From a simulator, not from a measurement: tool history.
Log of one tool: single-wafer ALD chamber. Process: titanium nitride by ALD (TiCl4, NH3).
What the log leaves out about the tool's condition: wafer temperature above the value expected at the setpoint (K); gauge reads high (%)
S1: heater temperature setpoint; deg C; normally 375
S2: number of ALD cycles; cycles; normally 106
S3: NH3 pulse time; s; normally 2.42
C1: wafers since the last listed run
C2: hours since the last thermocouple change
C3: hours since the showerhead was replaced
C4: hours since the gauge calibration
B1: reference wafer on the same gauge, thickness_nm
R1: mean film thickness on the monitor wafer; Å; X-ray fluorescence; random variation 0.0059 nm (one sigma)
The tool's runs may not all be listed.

run	hour	S1	S2	S3	C1	C2	C3	C4	B1	R1
1	0.0	375	106	2.42	0	1371.7	5239.5	207.0	2.510	23.39
2	29.7	375	106	2.93	51	1401.4	5269.2	236.7	2.511	23.65
3	190.9	381	106	2.42	279	1562.6	5430.4	397.9	2.509	23.54
4	247.2	381	106	2.42	97	1618.9	5486.7	454.2	2.508	23.62
5	295.7	381	106	2.42	84	1667.4	5535.2	502.7	2.510	23.54
6	350.9	375	106	2.42	95	1722.6	5590.4	557.9	2.509	23.54
7	421.9	375	106	2.42	123	1793.6	5661.4	628.9	2.508	23.42
8	458.0	375	106	2.42	62	1829.7	5697.5	665.0	2.510	23.43
9	517.2	364	90	2.04	102	1888.9	5756.7	724.2	2.511	19.39
# hour 535.6: gauge calibrated
10	561.0	364	90	2.04	75	1932.7	5800.5	25.4	2.509	19.28
# hour 569.6: thermocouple changed; heater temperature recalibrated
# hour 590.5: showerhead replaced
11	591.0	375	106	2.42	24	21.4	0.5	55.4	2.511	23.49
12	638.2	384	123	1.79	81	68.6	47.7	102.6	2.511	26.95
13	681.4	375	106	2.81	74	111.8	90.9	145.8	2.511	23.70
14	713.2	375	106	2.42	55	143.6	122.7	177.6	2.511	23.50
15	783.2	389	126	2.42	121	213.6	192.7	247.6	2.510	28.19
16	824.8	363	124	3.11	72	255.2	234.3	289.2	2.509	27.21

Branching from run 16: 5 alternative next runs. What would each branch give?
A	825.4	370	106	2.42	1	255.8	234.9	289.8	?	?
B	825.4	389	86	3.35	1	255.8	234.9	289.8	?	?
C	825.4	375	94	2.42	1	255.8	234.9	289.8	?	?
D	825.4	362	106	2.42	1	255.8	234.9	289.8	?	?
E	825.4	386	93	1.79	1	255.8	234.9	289.8	?	?

run	B1	R1
A	2.510	23.21
B	2.510	19.47
C	2.510	20.77
D	2.510	22.86
E	2.510	20.45
With no hidden state in the tool, these same runs would have given:
run	R1
A	23.21
B	19.47
C	20.77
D	22.86
E	20.45
